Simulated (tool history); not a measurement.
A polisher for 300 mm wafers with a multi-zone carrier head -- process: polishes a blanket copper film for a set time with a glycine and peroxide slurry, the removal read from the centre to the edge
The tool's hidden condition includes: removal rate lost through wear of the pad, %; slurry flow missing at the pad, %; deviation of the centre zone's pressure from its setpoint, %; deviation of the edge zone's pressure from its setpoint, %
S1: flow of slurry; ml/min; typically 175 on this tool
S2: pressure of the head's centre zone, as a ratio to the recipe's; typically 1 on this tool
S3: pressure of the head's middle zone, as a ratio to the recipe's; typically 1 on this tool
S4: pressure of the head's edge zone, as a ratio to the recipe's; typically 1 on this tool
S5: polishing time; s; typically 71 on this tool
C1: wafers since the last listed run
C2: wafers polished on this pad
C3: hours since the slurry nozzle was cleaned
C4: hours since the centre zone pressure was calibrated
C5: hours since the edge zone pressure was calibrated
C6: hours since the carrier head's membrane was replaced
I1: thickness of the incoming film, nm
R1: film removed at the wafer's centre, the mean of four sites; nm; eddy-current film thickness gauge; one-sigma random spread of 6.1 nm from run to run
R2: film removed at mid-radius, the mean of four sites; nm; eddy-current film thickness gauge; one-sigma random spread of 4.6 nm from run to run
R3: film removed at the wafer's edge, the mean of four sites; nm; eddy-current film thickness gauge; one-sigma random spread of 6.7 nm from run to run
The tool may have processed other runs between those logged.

{"run": 1, "hour": 0.0, "S1": 220, "S2": 1, "S3": 0.94, "S4": 1, "S5": 71, "C1": 0, "C2": 2158, "C3": 438.2, "C4": 39.6, "C5": 662.6, "C6": 1652, "I1": 2202.4, "R1": 532.3, "R2": 498.9, "R3": 510}
{"run": 2, "hour": 37.7, "S1": 220, "S2": 1, "S3": 0.94, "S4": 1, "S5": 71, "C1": 473, "C2": 2632, "C3": 475.9, "C4": 77.3, "C5": 700.3, "C6": 1689.7, "I1": 2220.9, "R1": 528.1, "R2": 495.6, "R3": 514.6}
{"hour": 48.6, "done": "carrier head's membrane replaced by a new one"}
{"run": 3, "hour": 141.9, "S1": 220, "S2": 1, "S3": 1.06, "S4": 1.06, "S5": 92, "C1": 1246, "C2": 3878, "C3": 580.1, "C4": 181.5, "C5": 804.5, "C6": 93.3, "I1": 2265.4, "R1": 661, "R2": 692.5, "R3": 653.8}
{"hour": 187.7, "done": "slurry nozzle cleaned"}
{"run": 4, "hour": 230.4, "S1": 175, "S2": 0.96, "S3": 1, "S4": 1.09, "S5": 71, "C1": 1099, "C2": 4977, "C3": 42.7, "C4": 270, "C5": 893, "C6": 181.8, "I1": 2186.3, "R1": 465.5, "R2": 475.1, "R3": 505.1}
{"run": 5, "hour": 322.8, "S1": 175, "S2": 1, "S3": 1, "S4": 1, "S5": 80, "C1": 1160, "C2": 6138, "C3": 135.1, "C4": 362.4, "C5": 985.4, "C6": 274.2, "I1": 2278.6, "R1": 522.6, "R2": 528.6, "R3": 522.5}
{"hour": 390.4, "done": "edge zone pressure recalibrated"}
{"run": 6, "hour": 424.8, "S1": 130, "S2": 1, "S3": 1.1, "S4": 1, "S5": 79, "C1": 1256, "C2": 7394, "C3": 237.1, "C4": 464.4, "C5": 34.4, "C6": 376.2, "I1": 2227.7, "R1": 462.8, "R2": 515.4, "R3": 478.9}
{"hour": 450.3, "done": "worn pad replaced by a new one, of another model than before"}
{"run": 7, "hour": 493.8, "S1": 175, "S2": 1, "S3": 1, "S4": 1, "S5": 71, "C1": 816, "C2": 546, "C3": 306.1, "C4": 533.4, "C5": 103.4, "C6": 445.2, "I1": 2235.2, "R1": 511.4, "R2": 513.3, "R3": 508.9}
{"run": 8, "hour": 537.2, "S1": 190, "S2": 1, "S3": 0.96, "S4": 1, "S5": 71, "C1": 545, "C2": 1091, "C3": 349.5, "C4": 576.8, "C5": 146.8, "C6": 488.6, "I1": 2208.9, "R1": 514.9, "R2": 502.8, "R3": 511.7}
{"run": 9, "hour": 631.2, "S1": 175, "S2": 1, "S3": 1, "S4": 1, "S5": 71, "C1": 1180, "C2": 2272, "C3": 443.5, "C4": 670.8, "C5": 240.8, "C6": 582.6, "I1": 2216.2, "R1": 500.8, "R2": 506.7, "R3": 502.7}
{"run": 10, "hour": 731.6, "S1": 175, "S2": 1.07, "S3": 1.06, "S4": 1.12, "S5": 71, "C1": 1261, "C2": 3533, "C3": 543.9, "C4": 771.2, "C5": 341.2, "C6": 683, "I1": 2234.1, "R1": 532.3, "R2": 522.9, "R3": 521.2}
{"run": 11, "hour": 817.0, "S1": 175, "S2": 1.11, "S3": 1.05, "S4": 1, "S5": 71, "C1": 1072, "C2": 4605, "C3": 629.3, "C4": 856.6, "C5": 426.6, "C6": 768.4, "I1": 2201.7, "R1": 530.6, "R2": 508.8, "R3": 480.3}
{"hour": 827.0, "done": "slurry nozzle cleaned"}
{"run": 12, "hour": 898.7, "S1": 155, "S2": 1.1, "S3": 1, "S4": 1.09, "S5": 71, "C1": 1013, "C2": 5619, "C3": 71.7, "C4": 938.3, "C5": 508.3, "C6": 850.1, "I1": 2252.9, "R1": 507.8, "R2": 467.8, "R3": 493.1}
{"hour": 932.8, "done": "worn pad replaced by a new one"}
{"run": 13, "hour": 977.2, "S1": 175, "S2": 1, "S3": 1.12, "S4": 1.08, "S5": 71, "C1": 935, "C2": 557, "C3": 150.2, "C4": 1016.8, "C5": 586.8, "C6": 928.6, "I1": 2227.9, "R1": 520.6, "R2": 579.2, "R3": 523.9}
{"hour": 1018.3, "done": "centre zone pressure recalibrated"}
{"run": 14, "hour": 1028.6, "S1": 200, "S2": 1, "S3": 1, "S4": 1, "S5": 71, "C1": 620, "C2": 1177, "C3": 201.6, "C4": 10.3, "C5": 638.2, "C6": 980, "I1": 2220, "R1": 521.7, "R2": 531, "R3": 513.8}
{"run": 15, "hour": 1080.1, "S1": 195, "S2": 1, "S3": 1, "S4": 1, "S5": 71, "C1": 646, "C2": 1824, "C3": 253.1, "C4": 61.8, "C5": 689.7, "C6": 1031.5, "I1": 2212, "R1": 520, "R2": 516, "R3": 513.6}
{"run": 16, "hour": 1154.1, "S1": 195, "S2": 1, "S3": 1, "S4": 1, "S5": 71, "C1": 929, "C2": 2754, "C3": 327.1, "C4": 135.8, "C5": 763.7, "C6": 1105.5, "I1": 2262.6, "R1": 514.6, "R2": 517.6, "R3": 503.6}
{"run": 17, "hour": 1252.5, "S1": 175, "S2": 0.89, "S3": 1, "S4": 1, "S5": 71, "C1": 1235, "C2": 3990, "C3": 425.5, "C4": 234.2, "C5": 862.1, "C6": 1203.9, "I1": 2224.3, "R1": 446.6, "R2": 500, "R3": 481.6}
{"run": 18, "hour": 1303.6, "S1": 175, "S2": 1, "S3": 1, "S4": 1, "S5": 71, "C1": 641, "C2": 4632, "C3": 476.6, "C4": 285.3, "C5": 913.2, "C6": 1255, "I1": 2282.9, "R1": 489.1, "R2": 494, "R3": 482.9}
{"hour": 1336.5, "done": "slurry nozzle cleaned"}
{"run": 19, "hour": 1347.2, "S1": 175, "S2": 1, "S3": 1, "S4": 1, "S5": 71, "C1": 535, "C2": 5167, "C3": 10.7, "C4": 328.9, "C5": 956.8, "C6": 1298.6, "I1": 2188.5, "R1": 482.8, "R2": 481.7, "R3": 482.3}
{"run": 20, "hour": 1443.9, "S1": 175, "S2": 1, "S3": 1, "S4": 1, "S5": 71, "C1": 1214, "C2": 6381, "C3": 107.4, "C4": 425.6, "C5": 1053.5, "C6": 1395.3, "I1": 2264.6, "R1": 456.2, "R2": 465.9, "R3": 463.1}
{"hour": 1458.3, "done": "carrier head's membrane replaced by a new one"}
{"hour": 1461.1, "done": "edge zone pressure recalibrated"}
{"hour": 1472.3, "done": "worn pad replaced by a new one"}
{"run": 21, "hour": 1546.1, "S1": 175, "S2": 1, "S3": 1, "S4": 0.91, "S5": 71, "C1": 1145, "C2": 927, "C3": 209.6, "C4": 527.8, "C5": 85, "C6": 87.8, "I1": 2180.7, "R1": 516.8, "R2": 505.7, "R3": 497.1}
{"run": 22, "hour": 1597.0, "S1": 175, "S2": 1, "S3": 1, "S4": 1, "S5": 71, "C1": 639, "C2": 1566, "C3": 260.5, "C4": 578.7, "C5": 135.9, "C6": 138.7, "I1": 2214, "R1": 505.9, "R2": 509, "R3": 501.2}

Alternative continuations, all from the tool just after run 22; predict every row:
{"run": "A", "hour": 1597.4, "S1": 175, "S2": 0.91, "S3": 1, "S4": 1, "S5": 71, "C1": 5, "C2": 1571, "C3": 260.9, "C4": 579.1, "C5": 136.3, "C6": 139.1, "I1": 2245.4, "R1": "?", "R2": "?", "R3": "?"}
{"run": "B", "hour": 1597.4, "S1": 175, "S2": 1, "S3": 1, "S4": 1.06, "S5": 77, "C1": 5, "C2": 1571, "C3": 260.9, "C4": 579.1, "C5": 136.3, "C6": 139.1, "I1": 2245.4, "R1": "?", "R2": "?", "R3": "?"}
{"run": "C", "hour": 1597.4, "S1": 220, "S2": 1, "S3": 1, "S4": 0.92, "S5": 71, "C1": 5, "C2": 1571, "C3": 260.9, "C4": 579.1, "C5": 136.3, "C6": 139.1, "I1": 2245.4, "R1": "?", "R2": "?", "R3": "?"}
{"run": "D", "hour": 1597.4, "S1": 175, "S2": 1, "S3": 1, "S4": 1, "S5": 88, "C1": 5, "C2": 1571, "C3": 260.9, "C4": 579.1, "C5": 136.3, "C6": 139.1, "I1": 2245.4, "R1": "?", "R2": "?", "R3": "?"}

run=A R1=480.1 R2=515.4 R3=510.9
run=B R1=562.6 R2=558.7 R3=570.1
run=C R1=531.7 R2=526.8 R3=499.2
run=D R1=642.9 R2=638.6 R3=633.2
What these runs would have given with no unlogged condition in the tool:
run=A R1=483.9 R2=519.5 R3=515
run=B R1=567.1 R2=563.2 R3=574.7
run=C R1=535.9 R2=531 R3=503.1
run=D R1=648.1 R2=643.7 R3=638.3

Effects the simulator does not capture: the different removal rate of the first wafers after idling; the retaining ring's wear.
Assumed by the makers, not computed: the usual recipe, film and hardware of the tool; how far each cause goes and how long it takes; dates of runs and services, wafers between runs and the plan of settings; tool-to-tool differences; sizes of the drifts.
